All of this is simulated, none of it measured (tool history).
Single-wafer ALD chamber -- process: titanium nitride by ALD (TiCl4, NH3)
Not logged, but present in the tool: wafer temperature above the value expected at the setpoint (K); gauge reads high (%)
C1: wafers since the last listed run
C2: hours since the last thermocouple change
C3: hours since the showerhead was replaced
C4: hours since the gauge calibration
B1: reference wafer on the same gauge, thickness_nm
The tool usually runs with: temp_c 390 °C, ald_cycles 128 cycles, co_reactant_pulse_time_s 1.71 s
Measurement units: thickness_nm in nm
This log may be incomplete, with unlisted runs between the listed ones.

{"run": 1, "hour": 0.0, "temp_c": 390, "ald_cycles": 128, "co_reactant_pulse_time_s": 2.26, "C1": 0, "C2": 1892, "C3": 3240, "C4": 268.1, "B1": 2.509, "thickness_nm": 2.893}
{"run": 2, "hour": 32.1, "temp_c": 390, "ald_cycles": 128, "co_reactant_pulse_time_s": 2.26, "C1": 91, "C2": 1924.1, "C3": 3272.1, "C4": 300.2, "B1": 2.508, "thickness_nm": 2.877}
{"run": 3, "hour": 44.6, "temp_c": 390, "ald_cycles": 128, "co_reactant_pulse_time_s": 1.71, "C1": 35, "C2": 1936.6, "C3": 3284.6, "C4": 312.7, "B1": 2.51, "thickness_nm": 2.837}
{"run": 4, "hour": 61.0, "temp_c": 390, "ald_cycles": 128, "co_reactant_pulse_time_s": 2.23, "C1": 46, "C2": 1953, "C3": 3301, "C4": 329.1, "B1": 2.511, "thickness_nm": 2.897}
{"run": 5, "hour": 76.0, "temp_c": 390, "ald_cycles": 128, "co_reactant_pulse_time_s": 2.23, "C1": 42, "C2": 1968, "C3": 3316, "C4": 344.1, "B1": 2.512, "thickness_nm": 2.878}
{"run": 6, "hour": 88.1, "temp_c": 390, "ald_cycles": 128, "co_reactant_pulse_time_s": 2.23, "C1": 34, "C2": 1980.1, "C3": 3328.1, "C4": 356.2, "B1": 2.509, "thickness_nm": 2.884}
{"run": 7, "hour": 99.9, "temp_c": 387, "ald_cycles": 128, "co_reactant_pulse_time_s": 1.71, "C1": 33, "C2": 1991.9, "C3": 3339.9, "C4": 368, "B1": 2.515, "thickness_nm": 2.825}
{"run": 8, "hour": 111.2, "temp_c": 390, "ald_cycles": 128, "co_reactant_pulse_time_s": 1.71, "C1": 32, "C2": 2003.2, "C3": 3351.2, "C4": 379.3, "B1": 2.514, "thickness_nm": 2.843}
{"run": 9, "hour": 117.7, "temp_c": 390, "ald_cycles": 128, "co_reactant_pulse_time_s": 1.71, "C1": 18, "C2": 2009.7, "C3": 3357.7, "C4": 385.8, "B1": 2.513, "thickness_nm": 2.835}
{"run": 10, "hour": 135.6, "temp_c": 390, "ald_cycles": 128, "co_reactant_pulse_time_s": 1.71, "C1": 51, "C2": 2027.6, "C3": 3375.6, "C4": 403.7, "B1": 2.515, "thickness_nm": 2.831}
{"run": 11, "hour": 152.6, "temp_c": 390, "ald_cycles": 128, "co_reactant_pulse_time_s": 1.71, "C1": 48, "C2": 2044.6, "C3": 3392.6, "C4": 420.7, "B1": 2.514, "thickness_nm": 2.842}
{"run": 12, "hour": 162.0, "temp_c": 390, "ald_cycles": 128, "co_reactant_pulse_time_s": 1.71, "C1": 26, "C2": 2054, "C3": 3402, "C4": 430.1, "B1": 2.513, "thickness_nm": 2.836}
{"run": 13, "hour": 179.3, "temp_c": 390, "ald_cycles": 128, "co_reactant_pulse_time_s": 2.15, "C1": 49, "C2": 2071.3, "C3": 3419.3, "C4": 447.4, "B1": 2.512, "thickness_nm": 2.874}
{"run": 14, "hour": 186.7, "temp_c": 390, "ald_cycles": 128, "co_reactant_pulse_time_s": 2.15, "C1": 21, "C2": 2078.7, "C3": 3426.7, "C4": 454.8, "B1": 2.514, "thickness_nm": 2.882}
{"run": 15, "hour": 204.4, "temp_c": 390, "ald_cycles": 148, "co_reactant_pulse_time_s": 1.71, "C1": 50, "C2": 2096.4, "C3": 3444.4, "C4": 472.5, "B1": 2.513, "thickness_nm": 3.273}
{"run": 16, "hour": 211.7, "temp_c": 390, "ald_cycles": 115, "co_reactant_pulse_time_s": 1.71, "C1": 20, "C2": 2103.7, "C3": 3451.7, "C4": 479.8, "B1": 2.515, "thickness_nm": 2.556}
{"run": 17, "hour": 229.0, "temp_c": 390, "ald_cycles": 115, "co_reactant_pulse_time_s": 1.71, "C1": 49, "C2": 2121, "C3": 3469, "C4": 497.1, "B1": 2.514, "thickness_nm": 2.564}
{"run": 18, "hour": 245.3, "temp_c": 390, "ald_cycles": 128, "co_reactant_pulse_time_s": 1.31, "C1": 46, "C2": 2137.3, "C3": 3485.3, "C4": 513.4, "B1": 2.515, "thickness_nm": 2.757}
{"run": 19, "hour": 254.7, "temp_c": 390, "ald_cycles": 115, "co_reactant_pulse_time_s": 1.71, "C1": 26, "C2": 2146.7, "C3": 3494.7, "C4": 522.8, "B1": 2.515, "thickness_nm": 2.542}
{"run": 20, "hour": 269.3, "temp_c": 390, "ald_cycles": 115, "co_reactant_pulse_time_s": 1.08, "C1": 41, "C2": 2161.3, "C3": 3509.3, "C4": 537.4, "B1": 2.516, "thickness_nm": 2.406}
{"run": 21, "hour": 286.9, "temp_c": 402, "ald_cycles": 128, "co_reactant_pulse_time_s": 1.71, "C1": 50, "C2": 2178.9, "C3": 3526.9, "C4": 555, "B1": 2.513, "thickness_nm": 2.881}
{"run": 22, "hour": 295.2, "temp_c": 401, "ald_cycles": 116, "co_reactant_pulse_time_s": 1.17, "C1": 23, "C2": 2187.2, "C3": 3535.2, "C4": 563.3, "B1": 2.516, "thickness_nm": 2.503}
{"hour": 299.5, "done": "gauge calibrated"}
{"run": 23, "hour": 303.1, "temp_c": 398, "ald_cycles": 145, "co_reactant_pulse_time_s": 1.91, "C1": 22, "C2": 2195.1, "C3": 3543.1, "C4": 3.6, "B1": 2.488, "thickness_nm": 3.236}
{"hour": 349.4, "done": "showerhead replaced"}
{"run": 24, "hour": 349.9, "temp_c": 375, "ald_cycles": 120, "co_reactant_pulse_time_s": 2.24, "C1": 110, "C2": 2241.9, "C3": 0.5, "C4": 50.4, "B1": 2.495, "thickness_nm": 2.654}
{"run": 25, "hour": 350.5, "temp_c": 390, "ald_cycles": 128, "co_reactant_pulse_time_s": 1.71, "C1": 1, "C2": 2242.5, "C3": 1.1, "C4": 51, "B1": 2.495, "thickness_nm": 2.819}
{"run": 26, "hour": 358.0, "temp_c": 399, "ald_cycles": 110, "co_reactant_pulse_time_s": 1.9, "C1": 21, "C2": 2250, "C3": 8.6, "C4": 58.5, "B1": 2.495, "thickness_nm": 2.467}
{"hour": 376.7, "done": "thermocouple changed; heater temperature recalibrated"}
{"run": 27, "hour": 377.2, "temp_c": 390, "ald_cycles": 128, "co_reactant_pulse_time_s": 1.99, "C1": 31, "C2": 0.5, "C3": 27.8, "C4": 77.7, "B1": 2.497, "thickness_nm": 2.856}
{"run": 28, "hour": 377.8, "temp_c": 402, "ald_cycles": 128, "co_reactant_pulse_time_s": 1.71, "C1": 1, "C2": 1.1, "C3": 28.4, "C4": 78.3, "B1": 2.497, "thickness_nm": 2.842}
{"run": 29, "hour": 390.0, "temp_c": 380, "ald_cycles": 128, "co_reactant_pulse_time_s": 1.71, "C1": 34, "C2": 13.3, "C3": 40.6, "C4": 90.5, "B1": 2.496, "thickness_nm": 2.787}
{"run": 30, "hour": 406.3, "temp_c": 390, "ald_cycles": 128, "co_reactant_pulse_time_s": 1.03, "C1": 46, "C2": 29.6, "C3": 56.9, "C4": 106.8, "B1": 2.499, "thickness_nm": 2.637}
{"run": 31, "hour": 412.7, "temp_c": 382, "ald_cycles": 109, "co_reactant_pulse_time_s": 2.39, "C1": 18, "C2": 36, "C3": 63.3, "C4": 113.2, "B1": 2.498, "thickness_nm": 2.442}
{"run": 32, "hour": 428.3, "temp_c": 378, "ald_cycles": 107, "co_reactant_pulse_time_s": 1.07, "C1": 44, "C2": 51.6, "C3": 78.9, "C4": 128.8, "B1": 2.501, "thickness_nm": 2.151}
{"run": 33, "hour": 437.3, "temp_c": 383, "ald_cycles": 128, "co_reactant_pulse_time_s": 2.04, "C1": 25, "C2": 60.6, "C3": 87.9, "C4": 137.8, "B1": 2.501, "thickness_nm": 2.834}
{"run": 34, "hour": 443.8, "temp_c": 397, "ald_cycles": 107, "co_reactant_pulse_time_s": 1.45, "C1": 18, "C2": 67.1, "C3": 94.4, "C4": 144.3, "B1": 2.501, "thickness_nm": 2.341}
{"run": 35, "hour": 452.9, "temp_c": 403, "ald_cycles": 143, "co_reactant_pulse_time_s": 1.93, "C1": 25, "C2": 76.2, "C3": 103.5, "C4": 153.4, "B1": 2.502, "thickness_nm": 3.214}
{"run": 36, "hour": 471.8, "temp_c": 382, "ald_cycles": 128, "co_reactant_pulse_time_s": 1.71, "C1": 53, "C2": 95.1, "C3": 122.4, "C4": 172.3, "B1": 2.504, "thickness_nm": 2.783}
{"run": 37, "hour": 484.4, "temp_c": 376, "ald_cycles": 147, "co_reactant_pulse_time_s": 2.08, "C1": 35, "C2": 107.7, "C3": 135, "C4": 184.9, "B1": 2.501, "thickness_nm": 3.247}
{"run": 38, "hour": 493.6, "temp_c": 377, "ald_cycles": 128, "co_reactant_pulse_time_s": 1.35, "C1": 26, "C2": 116.9, "C3": 144.2, "C4": 194.1, "B1": 2.506, "thickness_nm": 2.712}
{"run": 39, "hour": 510.6, "temp_c": 390, "ald_cycles": 128, "co_reactant_pulse_time_s": 1.71, "C1": 48, "C2": 133.9, "C3": 161.2, "C4": 211.1, "B1": 2.505, "thickness_nm": 2.83}
{"run": 40, "hour": 521.9, "temp_c": 381, "ald_cycles": 141, "co_reactant_pulse_time_s": 1.48, "C1": 32, "C2": 145.2, "C3": 172.5, "C4": 222.4, "B1": 2.507, "thickness_nm": 3.021}

Below, each run's measurement less what the same run would have read without the hidden state. Both values contain the same run-to-run variation, but the gauge's scatter may not be the same in both:
run=1 thickness_nm=+0.022
run=2 thickness_nm=+0.023
run=3 thickness_nm=+0.024
run=4 thickness_nm=+0.025
run=5 thickness_nm=+0.025
run=6 thickness_nm=+0.026
run=7 thickness_nm=+0.025
run=8 thickness_nm=+0.025
run=9 thickness_nm=+0.026
run=10 thickness_nm=+0.026
run=11 thickness_nm=+0.026
run=12 thickness_nm=+0.027
run=13 thickness_nm=+0.027
run=14 thickness_nm=+0.028
run=15 thickness_nm=+0.031
run=16 thickness_nm=+0.025
run=17 thickness_nm=+0.025
run=18 thickness_nm=+0.027
run=19 thickness_nm=+0.025
run=20 thickness_nm=+0.023
run=21 thickness_nm=+0.029
run=22 thickness_nm=+0.025
run=23 thickness_nm=-0.004
run=24 thickness_nm=+0.003
run=25 thickness_nm=+0.004
run=26 thickness_nm=+0.004
run=27 thickness_nm=+0.007
run=28 thickness_nm=+0.007
run=29 thickness_nm=+0.008
run=30 thickness_nm=+0.01
run=31 thickness_nm=+0.009
run=32 thickness_nm=+0.009
run=33 thickness_nm=+0.013
run=34 thickness_nm=+0.011
run=35 thickness_nm=+0.016
run=36 thickness_nm=+0.015
run=37 thickness_nm=+0.018
run=38 thickness_nm=+0.016
run=39 thickness_nm=+0.018
run=40 thickness_nm=+0.02

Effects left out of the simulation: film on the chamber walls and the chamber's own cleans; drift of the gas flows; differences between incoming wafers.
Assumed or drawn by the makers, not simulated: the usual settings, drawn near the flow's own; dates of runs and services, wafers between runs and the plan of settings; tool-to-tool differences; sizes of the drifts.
